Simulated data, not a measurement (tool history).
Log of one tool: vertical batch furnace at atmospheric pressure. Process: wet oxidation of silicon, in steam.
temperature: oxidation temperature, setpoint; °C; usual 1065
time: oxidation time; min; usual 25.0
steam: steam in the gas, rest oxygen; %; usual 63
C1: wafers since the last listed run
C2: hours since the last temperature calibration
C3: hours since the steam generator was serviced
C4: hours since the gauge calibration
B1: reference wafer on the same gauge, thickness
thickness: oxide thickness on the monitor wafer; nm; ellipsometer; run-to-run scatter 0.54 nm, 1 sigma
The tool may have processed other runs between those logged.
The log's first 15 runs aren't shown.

{"run": 16, "hour": 1150.5, "temperature": 1044, "time": 37.0, "steam": 70, "C1": 819, "C2": 95.8, "C3": 1854.5, "C4": 2521.3, "B1": 259.11, "thickness": 298.55}
{"run": 17, "hour": 1241.6, "temperature": 1050, "time": 31.0, "steam": 72, "C1": 1669, "C2": 186.9, "C3": 1945.6, "C4": 2612.4, "B1": 259.14, "thickness": 282.11}
{"hour": 1299.4, "done": "steam generator serviced"}
{"run": 18, "hour": 1299.9, "temperature": 1065, "time": 25.0, "steam": 63, "C1": 628, "C2": 245.2, "C3": 0.5, "C4": 2670.7, "B1": 258.81, "thickness": 247.17}
{"run": 19, "hour": 1361.5, "temperature": 1065, "time": 25.0, "steam": 75, "C1": 1129, "C2": 306.8, "C3": 62.1, "C4": 2732.3, "B1": 259.0, "thickness": 276.43}
{"run": 20, "hour": 1436.6, "temperature": 1051, "time": 28.5, "steam": 53, "C1": 1376, "C2": 381.9, "C3": 137.2, "C4": 2807.4, "B1": 258.86, "thickness": 219.32}
{"hour": 1508.6, "done": "gauge calibrated"}
{"run": 21, "hour": 1681.9, "temperature": 1065, "time": 25.0, "steam": 53, "C1": 4496, "C2": 627.2, "C3": 382.5, "C4": 173.3, "B1": 259.04, "thickness": 221.06}
{"run": 22, "hour": 1751.7, "temperature": 1065, "time": 25.0, "steam": 63, "C1": 1279, "C2": 697.0, "C3": 452.3, "C4": 243.1, "B1": 259.08, "thickness": 246.74}
{"run": 23, "hour": 1835.1, "temperature": 1065, "time": 25.0, "steam": 63, "C1": 1528, "C2": 780.4, "C3": 535.7, "C4": 326.5, "B1": 259.19, "thickness": 248.52}
{"run": 24, "hour": 1875.5, "temperature": 1052, "time": 25.0, "steam": 58, "C1": 740, "C2": 820.8, "C3": 576.1, "C4": 366.9, "B1": 258.95, "thickness": 214.28}
{"run": 25, "hour": 1923.2, "temperature": 1041, "time": 25.0, "steam": 63, "C1": 874, "C2": 868.5, "C3": 623.8, "C4": 414.6, "B1": 259.33, "thickness": 210.19}
{"run": 26, "hour": 2187.3, "temperature": 1058, "time": 29.5, "steam": 56, "C1": 4840, "C2": 1132.6, "C3": 887.9, "C4": 678.7, "B1": 259.07, "thickness": 243.93}
{"run": 27, "hour": 2294.8, "temperature": 1040, "time": 29.0, "steam": 68, "C1": 1970, "C2": 1240.1, "C3": 995.4, "C4": 786.2, "B1": 258.96, "thickness": 242.48}
{"run": 28, "hour": 2379.2, "temperature": 1080, "time": 16.5, "steam": 63, "C1": 1546, "C2": 1324.5, "C3": 1079.8, "C4": 870.6, "B1": 258.81, "thickness": 207.2}
{"run": 29, "hour": 2434.7, "temperature": 1050, "time": 15.5, "steam": 63, "C1": 1017, "C2": 1380.0, "C3": 1135.3, "C4": 926.1, "B1": 259.01, "thickness": 160.45}
{"run": 30, "hour": 2525.7, "temperature": 1065, "time": 25.0, "steam": 63, "C1": 1667, "C2": 1471.0, "C3": 1226.3, "C4": 1017.1, "B1": 258.84, "thickness": 247.89}

4 options for the next run, each taken on its own from the tool as it stands now. Forecast them:
{"run": "A", "hour": 2529.3, "temperature": 1065, "time": 25.0, "steam": 63, "C1": 65, "C2": 1474.6, "C3": 1229.9, "C4": 1020.7, "B1": "?", "thickness": "?"}
{"run": "B", "hour": 2529.3, "temperature": 1074, "time": 25.0, "steam": 69, "C1": 65, "C2": 1474.6, "C3": 1229.9, "C4": 1020.7, "B1": "?", "thickness": "?"}
{"run": "C", "hour": 2529.3, "temperature": 1058, "time": 25.0, "steam": 63, "C1": 65, "C2": 1474.6, "C3": 1229.9, "C4": 1020.7, "B1": "?", "thickness": "?"}
{"run": "D", "hour": 2529.3, "temperature": 1065, "time": 25.0, "steam": 72, "C1": 65, "C2": 1474.6, "C3": 1229.9, "C4": 1020.7, "B1": "?", "thickness": "?"}

run=A B1=258.93 thickness=246.74
run=B B1=258.93 thickness=276.40
run=C B1=258.93 thickness=235.60
run=D B1=258.93 thickness=268.89
The same runs, with their run-to-run variation unchanged, on a tool lacking any hidden condition would have given:
run=A thickness=246.74
run=B thickness=276.40
run=C thickness=235.60
run=D thickness=268.89
